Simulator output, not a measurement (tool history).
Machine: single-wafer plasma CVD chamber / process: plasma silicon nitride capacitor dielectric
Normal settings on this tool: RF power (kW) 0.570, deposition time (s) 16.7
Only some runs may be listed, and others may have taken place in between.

| run | hour | RF power (kW) | deposition time (s) | wafers since the last listed run | hours since the last RF generator calibration | hours since the showerhead was replaced | hours since the gauge calibration | read-back reference wafer on the same gauge, thickness_nm | mean film thickness on the monitor wafer (Å) |
|---|---|---|---|---|---|---|---|---|---|
| 1 | 0.0 | 0.570 | 16.7 | 0 | 2103.9 | 2001.1 | 489.6 | 24.501 | 240.95 |
| 2 | 53.1 | 0.570 | 16.7 | 1085 | 2157.0 | 2054.2 | 542.7 | 24.501 | 241.31 |
| 3 | 110.5 | 0.570 | 16.7 | 1173 | 2214.4 | 2111.6 | 600.1 | 24.502 | 240.61 |
| 4 | 162.3 | 0.570 | 16.7 | 1058 | 2266.2 | 2163.4 | 651.9 | 24.491 | 240.75 |
| 5 | 216.7 | 0.570 | 16.7 | 1112 | 2320.6 | 2217.8 | 706.3 | 24.502 | 240.37 |
| 6 | 307.4 | 0.570 | 16.7 | 1854 | 2411.3 | 2308.5 | 797.0 | 24.518 | 240.34 |
|  | 354.7 | gauge calibrated |
| 7 | 410.3 | 0.570 | 16.7 | 2103 | 2514.2 | 2411.4 | 55.6 | 24.509 | 240.54 |
|  | 478.1 | RF generator calibrated |
| 8 | 494.3 | 0.570 | 16.7 | 1553 | 16.2 | 2495.4 | 139.6 | 24.504 | 243.65 |
|  | 508.2 | showerhead replaced |
| 9 | 545.5 | 0.570 | 15.6 | 883 | 67.4 | 37.3 | 190.8 | 24.500 | 227.71 |
| 10 | 613.8 | 0.675 | 15.8 | 1396 | 135.7 | 105.6 | 259.1 | 24.502 | 238.85 |
| 11 | 705.2 | 0.570 | 16.7 | 1868 | 227.1 | 197.0 | 350.5 | 24.495 | 243.70 |
| 12 | 785.7 | 0.570 | 14.3 | 1645 | 307.6 | 277.5 | 431.0 | 24.490 | 208.28 |
| 13 | 888.0 | 0.570 | 14.8 | 2091 | 409.9 | 379.8 | 533.3 | 24.490 | 215.96 |
| 14 | 935.7 | 0.570 | 16.7 | 975 | 457.6 | 427.5 | 581.0 | 24.485 | 244.04 |
| 15 | 1008.7 | 0.455 | 14.9 | 1492 | 530.6 | 500.5 | 654.0 | 24.507 | 208.12 |
|  | 1096.2 | gauge calibrated |
| 16 | 1112.6 | 0.570 | 16.7 | 2124 | 634.5 | 604.4 | 16.4 | 24.498 | 243.81 |

Take each entry between the runs: how does the hidden state at the last listed run before it differ from the hidden state at the first listed run after it?
Runs 6 to 7: gauge calibrated (hour 354.7)
  delivered RF power above the setpoint (%): -8.04 -> -8.37
  measured value less the no-hidden-state value, mean film thickness on the monitor wafer (Å): -3.95 -> -4.11
Runs 7 to 8: RF generator calibrated (hour 478.1)
  delivered RF power above the setpoint (%): -8.37 -> -0.133
  measured value less the no-hidden-state value, mean film thickness on the monitor wafer (Å): -4.11 -> -0.06
Runs 8 to 9: showerhead replaced (hour 508.2)
  delivered RF power above the setpoint (%): -0.133 -> -0.298
  measured value less the no-hidden-state value, mean film thickness on the monitor wafer (Å): -0.06 -> -0.14
Runs 15 to 16: gauge calibrated (hour 1096.2)
  delivered RF power above the setpoint (%): -1.78 -> -2.12
  measured value less the no-hidden-state value, mean film thickness on the monitor wafer (Å): -0.74 -> -1.02
